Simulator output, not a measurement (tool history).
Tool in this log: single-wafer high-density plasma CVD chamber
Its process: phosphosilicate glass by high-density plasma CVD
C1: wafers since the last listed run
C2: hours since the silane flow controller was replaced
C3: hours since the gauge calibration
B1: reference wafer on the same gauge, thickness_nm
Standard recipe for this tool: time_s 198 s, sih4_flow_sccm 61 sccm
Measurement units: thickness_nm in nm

Run 1, day 0.000: usual settings but time_s 190 s; C1 0; C2 2245.0; C3 276.3; B1 1229.410. Result: thickness_nm 1113.209 nm.
Run 2, day 0.729: usual settings but time_s 176 s; C1 83; C2 2262.5; C3 293.8; B1 1230.426. Result: thickness_nm 1026.076 nm.
Run 3, day 1.425: usual settings but time_s 177 s; C1 80; C2 2279.2; C3 310.5; B1 1229.379. Result: thickness_nm 1032.526 nm.
Run 4, day 2.671: usual settings but time_s 177 s; C1 143; C2 2309.1; C3 340.4; B1 1231.365. Result: thickness_nm 1032.525 nm.
Run 5, day 3.971: usual settings but time_s 177 s; C1 149; C2 2340.3; C3 371.6; B1 1231.999. Result: thickness_nm 1022.719 nm.
Run 6, day 5.254: usual settings but time_s 225 s; C1 147; C2 2371.1; C3 402.4; B1 1228.350. Result: thickness_nm 1303.725 nm.
Run 7, day 6.446: usual settings but time_s 225 s; C1 137; C2 2399.7; C3 431.0; B1 1229.986. Result: thickness_nm 1300.230 nm.
Run 8, day 7.142: usual settings; C1 80; C2 2416.4; C3 447.7; B1 1230.664. Result: thickness_nm 1140.779 nm.
Run 9, day 7.850: usual settings; C1 81; C2 2433.4; C3 464.7; B1 1230.047. Result: thickness_nm 1138.500 nm.
Run 10, day 9.162: usual settings but time_s 173 s; C1 150; C2 2464.9; C3 496.2; B1 1229.717. Result: thickness_nm 1001.157 nm.
Run 11, day 10.271: usual settings but time_s 173 s; C1 127; C2 2491.5; C3 522.8; B1 1230.572. Result: thickness_nm 1000.510 nm.
Run 12, day 13.921: usual settings but time_s 173 s; C1 419; C2 2579.1; C3 610.4; B1 1231.604. Result: thickness_nm 996.117 nm.
Run 13, day 15.417: usual settings but sih4_flow_sccm 58 sccm; C1 172; C2 2615.0; C3 646.3; B1 1229.128. Result: thickness_nm 1095.830 nm.
Run 14, day 16.808: usual settings; C1 160; C2 2648.4; C3 679.7; B1 1230.015. Result: thickness_nm 1150.621 nm.
Run 15, day 17.317: usual settings; C1 58; C2 2660.6; C3 691.9; B1 1228.917. Result: thickness_nm 1138.682 nm.
Run 16, day 17.875: usual settings; C1 64; C2 2674.0; C3 705.3; B1 1230.227. Result: thickness_nm 1135.307 nm.
Run 17, day 18.888: usual settings; C1 116; C2 2698.3; C3 729.6; B1 1230.638. Result: thickness_nm 1132.443 nm.
Run 18, day 19.583: usual settings; C1 80; C2 2715.0; C3 746.3; B1 1227.991. Result: thickness_nm 1138.737 nm.
Run 19, day 20.871: usual settings but sih4_flow_sccm 51 sccm; C1 148; C2 2745.9; C3 777.2; B1 1230.102. Result: thickness_nm 976.142 nm.
Run 20, day 21.525: usual settings but time_s 185 s, sih4_flow_sccm 70 sccm; C1 75; C2 2761.6; C3 792.9; B1 1231.165. Result: thickness_nm 1199.872 nm.
Run 21, day 22.288: usual settings; C1 87; C2 2779.9; C3 811.2; B1 1228.639. Result: thickness_nm 1133.981 nm.
Run 22, day 23.171: usual settings but time_s 161 s, sih4_flow_sccm 53 sccm; C1 101; C2 2801.1; C3 832.4; B1 1229.984. Result: thickness_nm 818.091 nm.
Run 23, day 23.979: usual settings; C1 92; C2 2820.5; C3 851.8; B1 1230.930. Result: thickness_nm 1145.323 nm.
Run 24, day 24.833: usual settings but time_s 235 s, sih4_flow_sccm 58 sccm; C1 98; C2 2841.0; C3 872.3; B1 1229.383. Result: thickness_nm 1290.501 nm.
Run 25, day 25.488: usual settings but time_s 165 s; C1 75; C2 2856.7; C3 888.0; B1 1229.528. Result: thickness_nm 947.041 nm.
At day 26.204: silane flow controller replaced.
Run 26, day 26.404: usual settings but time_s 167 s, sih4_flow_sccm 67 sccm; C1 67; C2 4.8; C3 910.0; B1 1229.953. Result: thickness_nm 1094.972 nm.
Run 27, day 27.133: usual settings but time_s 220 s, sih4_flow_sccm 69 sccm; C1 83; C2 22.3; C3 927.5; B1 1228.031. Result: thickness_nm 1483.896 nm.
At day 28.196: gauge calibrated.
Run 28, day 28.742: usual settings but time_s 169 s, sih4_flow_sccm 50 sccm; C1 185; C2 60.9; C3 13.1; B1 1230.691. Result: thickness_nm 860.305 nm.
Run 29, day 29.379: usual settings; C1 73; C2 76.2; C3 28.4; B1 1229.571. Result: thickness_nm 1196.014 nm.
Run 30, day 30.450: usual settings; C1 123; C2 101.9; C3 54.1; B1 1230.824. Result: thickness_nm 1199.269 nm.
Run 31, day 31.221: usual settings but time_s 164 s, sih4_flow_sccm 72 sccm; C1 88; C2 120.4; C3 72.6; B1 1228.957. Result: thickness_nm 1138.772 nm.
Run 32, day 32.571: usual settings; C1 155; C2 152.8; C3 105.0; B1 1229.251. Result: thickness_nm 1200.971 nm.
Run 33, day 36.662: usual settings but sih4_flow_sccm 67 sccm; C1 470; C2 251.0; C3 203.2; B1 1229.735. Result: thickness_nm 1292.093 nm.
Run 34, day 38.050: usual settings but time_s 223 s, sih4_flow_sccm 49 sccm; C1 159; C2 284.3; C3 236.5; B1 1230.578. Result: thickness_nm 1117.121 nm.
Run 35, day 39.079: usual settings but time_s 185 s, sih4_flow_sccm 57 sccm; C1 118; C2 309.0; C3 261.2; B1 1230.246. Result: thickness_nm 1052.969 nm.
Run 36, day 40.100: usual settings but time_s 228 s, sih4_flow_sccm 68 sccm; C1 117; C2 333.5; C3 285.7; B1 1229.511. Result: thickness_nm 1503.758 nm.
Run 37, day 40.654: usual settings; C1 63; C2 346.8; C3 299.0; B1 1230.721. Result: thickness_nm 1196.088 nm.

Consider 5 possible next runs. They are alternatives, not a sequence: every one starts from the tool as it was left by run 37. What does each give?
Run A, day 40.675: usual settings; C1 2; C2 347.3; C3 299.5; B1 ?. Result: thickness_nm ?.
Run B, day 40.675: usual settings but time_s 159 s, sih4_flow_sccm 67 sccm; C1 2; C2 347.3; C3 299.5; B1 ?. Result: thickness_nm ?.
Run C, day 40.675: usual settings but time_s 218 s, sih4_flow_sccm 54 sccm; C1 2; C2 347.3; C3 299.5; B1 ?. Result: thickness_nm ?.
Run D, day 40.675: usual settings but sih4_flow_sccm 56 sccm; C1 2; C2 347.3; C3 299.5; B1 ?. Result: thickness_nm ?.
Run E, day 40.675: usual settings but time_s 237 s, sih4_flow_sccm 50 sccm; C1 2; C2 347.3; C3 299.5; B1 ?. Result: thickness_nm ?.

run        B1  thickness_nm
  A  1229.710      1194.909
  B  1229.710      1039.573
  C  1229.710      1187.599
  D  1229.710      1111.863
  E  1229.710      1211.584
The same runs, with their run-to-run variation unchanged, on a tool lacking any hidden condition would have given:
run  thickness_nm
  A      1205.589
  B      1048.865
  C      1198.214
  D      1121.801
  E      1222.413
